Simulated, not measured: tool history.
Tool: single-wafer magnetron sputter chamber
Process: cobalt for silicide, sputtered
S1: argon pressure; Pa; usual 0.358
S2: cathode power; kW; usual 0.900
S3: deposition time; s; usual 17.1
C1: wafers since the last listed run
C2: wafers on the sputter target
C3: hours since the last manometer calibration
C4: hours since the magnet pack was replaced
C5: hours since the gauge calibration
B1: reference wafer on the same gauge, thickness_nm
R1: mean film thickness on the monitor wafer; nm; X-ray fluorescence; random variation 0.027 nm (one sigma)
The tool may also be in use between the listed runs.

| run | hour | S1 | S2 | S3 | C1 | C2 | C3 | C4 | C5 | B1 | R1 |
|---|---|---|---|---|---|---|---|---|---|---|---|
| 1 | 0.0 | 0.358 | 0.900 | 17.1 | 0 | 12659 | 0.8 | 6186.1 | 2721.4 | 8.679 | 8.515 |
| 2 | 44.3 | 0.358 | 0.800 | 17.1 | 1285 | 13944 | 45.1 | 6230.4 | 2765.7 | 8.690 | 7.565 |
| 3 | 86.5 | 0.358 | 0.800 | 17.1 | 1224 | 15169 | 87.3 | 6272.6 | 2807.9 | 8.680 | 7.574 |
|  | 136.1 | sputter target and shields replaced |
| 4 | 136.6 | 0.358 | 0.800 | 17.1 | 1221 | 13 | 137.4 | 6322.7 | 2858.0 | 8.694 | 7.609 |
| 5 | 173.7 | 0.358 | 0.900 | 18.7 | 1076 | 1090 | 174.5 | 6359.8 | 2895.1 | 8.692 | 9.267 |
| 6 | 253.3 | 0.358 | 0.900 | 18.7 | 2309 | 3400 | 254.1 | 6439.4 | 2974.7 | 8.682 | 9.216 |
| 7 | 321.2 | 0.358 | 0.900 | 17.1 | 1970 | 5370 | 322.0 | 6507.3 | 3042.6 | 8.704 | 8.495 |
| 8 | 414.4 | 0.290 | 0.900 | 17.1 | 2704 | 8074 | 415.2 | 6600.5 | 3135.8 | 8.688 | 8.633 |
| 9 | 521.9 | 0.290 | 0.900 | 17.1 | 3119 | 11194 | 522.7 | 6708.0 | 3243.3 | 8.690 | 8.615 |
| 10 | 615.0 | 0.358 | 0.900 | 16.3 | 2701 | 13895 | 615.8 | 6801.1 | 3336.4 | 8.682 | 8.147 |
| 11 | 671.3 | 0.358 | 0.900 | 16.3 | 1633 | 15529 | 672.1 | 6857.4 | 3392.7 | 8.698 | 8.067 |
| 12 | 722.7 | 0.358 | 0.900 | 16.3 | 1491 | 17020 | 723.5 | 6908.8 | 3444.1 | 8.688 | 8.082 |
|  | 756.1 | sputter target and shields replaced |
| 13 | 789.7 | 0.358 | 0.950 | 18.5 | 1712 | 974 | 790.5 | 6975.8 | 3511.1 | 8.694 | 9.733 |
| 14 | 863.0 | 0.358 | 0.900 | 20.4 | 2126 | 3101 | 863.8 | 7049.1 | 3584.4 | 8.675 | 10.138 |
| 15 | 927.8 | 0.358 | 0.900 | 17.1 | 1880 | 4981 | 928.6 | 7113.9 | 3649.2 | 8.679 | 8.556 |
|  | 1027.7 | gauge calibrated |
| 16 | 1029.8 | 0.358 | 0.900 | 17.1 | 2959 | 7941 | 1030.6 | 7215.9 | 2.1 | 8.693 | 8.500 |
| 17 | 1136.8 | 0.358 | 0.800 | 17.1 | 3104 | 11046 | 1137.6 | 7322.9 | 109.1 | 8.685 | 7.566 |
| 18 | 1177.0 | 0.358 | 1.050 | 17.1 | 1166 | 12212 | 1177.8 | 7363.1 | 149.3 | 8.691 | 9.886 |
| 19 | 1275.9 | 0.358 | 0.900 | 19.9 | 2869 | 15082 | 1276.7 | 7462.0 | 248.2 | 8.695 | 9.884 |
|  | 1284.0 | sputter target and shields replaced |
| 20 | 1312.4 | 0.358 | 1.000 | 14.9 | 826 | 823 | 1313.2 | 7498.5 | 284.7 | 8.685 | 8.230 |
| 21 | 1380.4 | 0.241 | 0.700 | 20.5 | 1973 | 2796 | 1381.2 | 7566.5 | 352.7 | 8.687 | 8.173 |
| 22 | 1454.5 | 0.358 | 0.900 | 17.1 | 2150 | 4946 | 1455.3 | 7640.6 | 426.8 | 8.686 | 8.486 |
|  | 1538.0 | magnet pack replaced |
| 23 | 1545.8 | 0.426 | 0.750 | 17.1 | 2417 | 7363 | 1546.6 | 7.8 | 518.1 | 8.690 | 6.944 |
| 24 | 1617.2 | 0.358 | 0.900 | 17.1 | 2071 | 9435 | 1618.0 | 79.2 | 589.5 | 8.688 | 8.512 |
| 25 | 1688.4 | 0.358 | 1.050 | 17.1 | 2066 | 11501 | 1689.2 | 150.4 | 660.7 | 8.685 | 9.863 |
| 26 | 1725.9 | 0.358 | 0.900 | 17.1 | 1088 | 12589 | 1726.7 | 187.9 | 698.2 | 8.688 | 8.478 |
|  | 1783.9 | capacitance manometer re-zeroed and calibrated |
| 27 | 1800.3 | 0.358 | 0.800 | 19.9 | 1926 | 14516 | 16.4 | 262.3 | 772.6 | 8.690 | 8.768 |
|  | 1868.8 | sputter target and shields replaced |
| 28 | 1900.5 | 0.322 | 0.800 | 15.9 | 2675 | 919 | 116.6 | 362.5 | 872.8 | 8.691 | 7.115 |
| 29 | 1978.0 | 0.358 | 0.950 | 17.1 | 2248 | 3168 | 194.1 | 440.0 | 950.3 | 8.693 | 8.973 |
| 30 | 2094.9 | 0.358 | 0.900 | 17.1 | 3392 | 6560 | 311.0 | 556.9 | 1067.2 | 8.686 | 8.530 |
| 31 | 2180.5 | 0.476 | 1.100 | 19.2 | 2483 | 9044 | 396.6 | 642.5 | 1152.8 | 8.703 | 11.264 |
| 32 | 2234.4 | 0.495 | 0.850 | 20.3 | 1564 | 10608 | 450.5 | 696.4 | 1206.7 | 8.695 | 9.229 |
| 33 | 2313.0 | 0.451 | 1.000 | 19.3 | 2280 | 12888 | 529.1 | 775.0 | 1285.3 | 8.688 | 10.360 |
| 34 | 2413.3 | 0.294 | 1.050 | 19.7 | 2910 | 15799 | 629.4 | 875.3 | 1385.6 | 8.694 | 11.647 |

The tool's hidden state at each run:
deposition rate above that of a new target (%): 0 in every run
true argon pressure above the setpoint (%): 0 in every run
gauge reads high (%): 0 in every run

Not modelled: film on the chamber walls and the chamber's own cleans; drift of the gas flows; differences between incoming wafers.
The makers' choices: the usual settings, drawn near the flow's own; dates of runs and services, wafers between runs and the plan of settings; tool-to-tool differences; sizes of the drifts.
